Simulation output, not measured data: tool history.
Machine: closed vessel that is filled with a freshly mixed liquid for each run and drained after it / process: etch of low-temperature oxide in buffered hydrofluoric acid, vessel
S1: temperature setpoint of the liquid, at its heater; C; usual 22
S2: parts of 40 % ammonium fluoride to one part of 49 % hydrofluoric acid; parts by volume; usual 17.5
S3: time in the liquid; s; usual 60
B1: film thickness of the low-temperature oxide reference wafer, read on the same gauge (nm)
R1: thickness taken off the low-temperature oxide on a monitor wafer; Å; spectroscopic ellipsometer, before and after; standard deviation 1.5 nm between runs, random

run 1 day=0 | S1=22 S2=17.5 S3=60 | B1=80.02 | R1=1927.1
run 2 day=2.275 | S1=22 S2=17.5 S3=60 | B1=80.01 | R1=1915.5
run 3 day=7.242 | S1=22 S2=17.5 S3=60 | B1=79.98 | R1=1928.7
run 4 day=10.212 | S1=22 S2=17.5 S3=60 | B1=80 | R1=1898
run 5 day=13.196 | S1=22 S2=17.5 S3=60 | B1=80.01 | R1=1901.9
run 6 day=15.817 | S1=22 S2=17.5 S3=60 | B1=79.97 | R1=1887.4
run 7 day=17.954 | S1=22 S2=17.5 S3=60 | B1=79.99 | R1=1873.4
run 8 day=19.85 | S1=22 S2=17.5 S3=60 | B1=80.01 | R1=1829.9
run 9 day=21.358 | S1=22 S2=17.5 S3=60 | B1=80.03 | R1=1846.9
-- day=22.175 thermometer replaced
run 10 day=24.308 | S1=25 S2=19 S3=60 | B1=79.99 | R1=2098.2
run 11 day=25.892 | S1=25 S2=19 S3=60 | B1=79.97 | R1=2071.5
run 12 day=27.996 | S1=25 S2=19 S3=60 | B1=79.99 | R1=2106.1
run 13 day=29.225 | S1=22 S2=17.5 S3=60 | B1=80.02 | R1=1943.7
run 14 day=31.862 | S1=22 S2=12 S3=60 | B1=79.98 | R1=2753.7
run 15 day=33.779 | S1=22 S2=17.5 S3=60 | B1=79.96 | R1=1912.8
run 16 day=40.121 | S1=23.5 S2=14 S3=60 | B1=79.98 | R1=2542.8
run 17 day=42.133 | S1=25.5 S2=17.5 S3=90 | B1=80.03 | R1=3405.1
run 18 day=43.688 | S1=24.5 S2=10.5 S3=85 | B1=80.05 | R1=4957.5
-- day=44.346 gauge calibrated
run 19 day=45.162 | S1=17 S2=22.5 S3=60 | B1=80.03 | R1=1140.1
run 20 day=47.425 | S1=22 S2=17.5 S3=60 | B1=80 | R1=1869.9
-- day=48.683 hydrofluoric acid flow meter replaced
run 21 day=48.892 | S1=22 S2=17.5 S3=60 | B1=79.99 | R1=1858.9
run 22 day=51 | S1=22 S2=17.5 S3=60 | B1=79.99 | R1=1836
-- day=52.979 thermometer replaced
run 23 day=53.042 | S1=22 S2=12 S3=30 | B1=80.03 | R1=1420.5
run 24 day=55.233 | S1=25.5 S2=12.5 S3=90 | B1=80.01 | R1=4971.6
run 25 day=58.075 | S1=22 S2=17.5 S3=60 | B1=80.01 | R1=1930.6
run 26 day=60.867 | S1=22 S2=17.5 S3=60 | B1=80.05 | R1=1931.8
run 27 day=63.125 | S1=20.5 S2=22.5 S3=90 | B1=80.01 | R1=2153.4
run 28 day=65.738 | S1=18.5 S2=13 S3=80 | B1=80.01 | R1=2828.6
run 29 day=67.788 | S1=26 S2=20.5 S3=60 | B1=80 | R1=2035.3
run 30 day=70.342 | S1=22 S2=21.5 S3=30 | B1=79.99 | R1=793.3
run 31 day=71.858 | S1=18 S2=17.5 S3=35 | B1=79.98 | R1=886.1
run 32 day=73.217 | S1=22 S2=17.5 S3=60 | B1=80 | R1=1885.5

Below are 4 alternative next runs, each starting from the tool's condition after run 32. Predict each:
run A day=73.246 | S1=22 S2=17.5 S3=60 | B1=? | R1=?
run B day=73.246 | S1=20.5 S2=13 S3=35 | B1=? | R1=?
run C day=73.246 | S1=25.5 S2=20.5 S3=30 | B1=? | R1=?
run D day=73.246 | S1=19.5 S2=17.5 S3=45 | B1=? | R1=?

run=A B1=80 R1=1882.4
run=B B1=80 R1=1352.7
run=C B1=80 R1=983.5
run=D B1=80 R1=1227.1
Stripped of hidden state, with their random variation kept, the same runs would have yielded:
run=A R1=1951.6
run=B R1=1402.9
run=C R1=1018.8
run=D R1=1273

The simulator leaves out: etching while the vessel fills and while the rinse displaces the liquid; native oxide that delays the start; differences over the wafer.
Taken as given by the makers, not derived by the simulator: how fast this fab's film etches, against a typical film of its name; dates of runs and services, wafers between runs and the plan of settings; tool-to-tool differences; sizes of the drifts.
